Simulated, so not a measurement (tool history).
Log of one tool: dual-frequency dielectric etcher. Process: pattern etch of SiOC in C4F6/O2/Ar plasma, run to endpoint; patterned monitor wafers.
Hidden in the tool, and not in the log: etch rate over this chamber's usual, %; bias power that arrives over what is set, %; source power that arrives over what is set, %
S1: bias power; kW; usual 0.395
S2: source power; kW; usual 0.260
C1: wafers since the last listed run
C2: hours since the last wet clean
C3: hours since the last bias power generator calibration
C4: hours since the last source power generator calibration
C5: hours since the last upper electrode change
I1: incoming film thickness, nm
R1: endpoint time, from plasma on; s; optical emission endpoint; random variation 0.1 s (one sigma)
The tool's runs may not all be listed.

Run 1, hour 0.0: usual settings but S1 0.322 kW, S2 0.210 kW; C1 0; C2 274.3; C3 2996.5; C4 487.8; C5 1626.6; I1 41.65. Result: R1 21.2 s.
Run 2, hour 35.5: usual settings but S1 0.322 kW, S2 0.210 kW; C1 491; C2 309.8; C3 3032.0; C4 523.3; C5 1662.1; I1 42.06. Result: R1 21.4 s.
Run 3, hour 61.7: usual settings; C1 362; C2 336.0; C3 3058.2; C4 549.5; C5 1688.3; I1 42.01. Result: R1 17.6 s.
Run 4, hour 105.1: usual settings; C1 601; C2 379.4; C3 3101.6; C4 592.9; C5 1731.7; I1 41.83. Result: R1 17.5 s.
Run 5, hour 145.5: usual settings but S1 0.437 kW; C1 559; C2 419.8; C3 3142.0; C4 633.3; C5 1772.1; I1 42.01. Result: R1 17.2 s.
At hour 175.3: wet clean of the chamber.
Run 6, hour 175.8: usual settings but S1 0.437 kW; C1 87; C2 0.5; C3 3172.3; C4 663.6; C5 1802.4; I1 41.47. Result: R1 17.0 s.
Run 7, hour 210.0: usual settings; C1 473; C2 34.7; C3 3206.5; C4 697.8; C5 1836.6; I1 42.14. Result: R1 17.9 s.
Run 8, hour 234.3: usual settings; C1 336; C2 59.0; C3 3230.8; C4 722.1; C5 1860.9; I1 42.07. Result: R1 17.6 s.
Run 9, hour 294.1: usual settings; C1 828; C2 118.8; C3 3290.6; C4 781.9; C5 1920.7; I1 41.87. Result: R1 17.6 s.
Run 10, hour 355.9: usual settings; C1 855; C2 180.6; C3 3352.4; C4 843.7; C5 1982.5; I1 42.16. Result: R1 17.7 s.
Run 11, hour 408.4: usual settings but S2 0.290 kW; C1 727; C2 233.1; C3 3404.9; C4 896.2; C5 2035.0; I1 42.22. Result: R1 16.7 s.
Run 12, hour 443.0: usual settings but S2 0.290 kW; C1 479; C2 267.7; C3 3439.5; C4 930.8; C5 2069.6; I1 41.91. Result: R1 16.5 s.
Run 13, hour 503.4: usual settings; C1 836; C2 328.1; C3 3499.9; C4 991.2; C5 2130.0; I1 42.12. Result: R1 17.7 s.
At hour 552.2: upper electrode replaced.
Run 14, hour 552.7: usual settings; C1 350; C2 377.4; C3 3549.2; C4 1040.5; C5 0.5; I1 42.16. Result: R1 17.9 s.
At hour 597.7: wet clean of the chamber.
Run 15, hour 598.2: usual settings; C1 297; C2 0.5; C3 3594.7; C4 1086.0; C5 46.0; I1 42.28. Result: R1 17.8 s.
Run 16, hour 604.4: usual settings; C1 85; C2 6.7; C3 3600.9; C4 1092.2; C5 52.2; I1 42.36. Result: R1 18.1 s.
Run 17, hour 653.4: usual settings but S1 0.322 kW, S2 0.210 kW; C1 678; C2 55.7; C3 3649.9; C4 1141.2; C5 101.2; I1 42.13. Result: R1 21.5 s.
Run 18, hour 710.3: usual settings but S1 0.462 kW, S2 0.200 kW; C1 788; C2 112.6; C3 3706.8; C4 1198.1; C5 158.1; I1 42.27. Result: R1 19.8 s.
Run 19, hour 764.2: usual settings; C1 746; C2 166.5; C3 3760.7; C4 1252.0; C5 212.0; I1 42.07. Result: R1 17.7 s.
At hour 796.4: bias power generator calibrated.
Run 20, hour 815.2: usual settings but S1 0.421 kW, S2 0.240 kW; C1 650; C2 217.5; C3 18.8; C4 1303.0; C5 263.0; I1 42.05. Result: R1 18.1 s.
Run 21, hour 886.3: usual settings but S1 0.368 kW, S2 0.240 kW; C1 984; C2 288.6; C3 89.9; C4 1374.1; C5 334.1; I1 42.12. Result: R1 18.8 s.
Run 22, hour 938.8: usual settings but S1 0.365 kW, S2 0.220 kW; C1 727; C2 341.1; C3 142.4; C4 1426.6; C5 386.6; I1 41.47. Result: R1 19.7 s.
Run 23, hour 1009.4: usual settings but S1 0.315 kW, S2 0.320 kW; C1 977; C2 411.7; C3 213.0; C4 1497.2; C5 457.2; I1 41.75. Result: R1 16.8 s.
At hour 1061.6: wet clean of the chamber.
Run 24, hour 1075.6: usual settings; C1 584; C2 14.0; C3 279.2; C4 1563.4; C5 523.4; I1 42.16. Result: R1 17.7 s.
Run 25, hour 1128.3: usual settings but S1 0.329 kW, S2 0.290 kW; C1 729; C2 66.7; C3 331.9; C4 1616.1; C5 576.1; I1 42.11. Result: R1 17.9 s.
Run 26, hour 1159.6: usual settings but S1 0.430 kW, S2 0.220 kW; C1 433; C2 98.0; C3 363.2; C4 1647.4; C5 607.4; I1 41.72. Result: R1 19.0 s.
At hour 1197.6: source power generator calibrated.
Run 27, hour 1324.7: usual settings but S1 0.452 kW; C1 2231; C2 263.1; C3 528.3; C4 127.1; C5 772.5; I1 41.99. Result: R1 16.8 s.
At hour 1435.5: wet clean of the chamber.
Run 28, hour 1474.9: usual settings; C1 1747; C2 39.4; C3 678.5; C4 277.3; C5 922.7; I1 42.26. Result: R1 17.8 s.
Run 29, hour 1499.9: usual settings; C1 346; C2 64.4; C3 703.5; C4 302.3; C5 947.7; I1 42.34. Result: R1 17.9 s.
Run 30, hour 1555.5: usual settings; C1 770; C2 120.0; C3 759.1; C4 357.9; C5 1003.3; I1 41.67. Result: R1 17.6 s.
Run 31, hour 1583.8: usual settings; C1 391; C2 148.3; C3 787.4; C4 386.2; C5 1031.6; I1 42.08. Result: R1 17.6 s.
Run 32, hour 1636.3: usual settings but S1 0.431 kW, S2 0.240 kW; C1 727; C2 200.8; C3 839.9; C4 438.7; C5 1084.1; I1 41.70. Result: R1 17.8 s.
Run 33, hour 1695.9: usual settings but S1 0.459 kW, S2 0.230 kW; C1 825; C2 260.4; C3 899.5; C4 498.3; C5 1143.7; I1 42.39. Result: R1 18.1 s.
Run 34, hour 1739.8: usual settings but S1 0.454 kW, S2 0.220 kW; C1 608; C2 304.3; C3 943.4; C4 542.2; C5 1187.6; I1 42.58. Result: R1 18.7 s.

5 ways to go on from here, each from the tool as it stands after run 34. What would each give?
Run A, hour 1740.2: usual settings; C1 5; C2 304.7; C3 943.8; C4 542.6; C5 1188.0; I1 42.13. Result: R1 ?.
Run B, hour 1740.2: usual settings but S1 0.441 kW, S2 0.290 kW; C1 5; C2 304.7; C3 943.8; C4 542.6; C5 1188.0; I1 42.13. Result: R1 ?.
Run C, hour 1740.2: usual settings but S2 0.300 kW; C1 5; C2 304.7; C3 943.8; C4 542.6; C5 1188.0; I1 42.13. Result: R1 ?.
Run D, hour 1740.2: usual settings but S2 0.280 kW; C1 5; C2 304.7; C3 943.8; C4 542.6; C5 1188.0; I1 42.13. Result: R1 ?.
Run E, hour 1740.2: usual settings but S1 0.358 kW, S2 0.220 kW; C1 5; C2 304.7; C3 943.8; C4 542.6; C5 1188.0; I1 42.13. Result: R1 ?.

run    R1
  A  17.6
  B  16.0
  C  16.3
  D  16.9
  E  20.1
Without the tool's hidden state the same runs would have given:
run    R1
  A  17.6
  B  16.0
  C  16.3
  D  16.9
  E  20.1

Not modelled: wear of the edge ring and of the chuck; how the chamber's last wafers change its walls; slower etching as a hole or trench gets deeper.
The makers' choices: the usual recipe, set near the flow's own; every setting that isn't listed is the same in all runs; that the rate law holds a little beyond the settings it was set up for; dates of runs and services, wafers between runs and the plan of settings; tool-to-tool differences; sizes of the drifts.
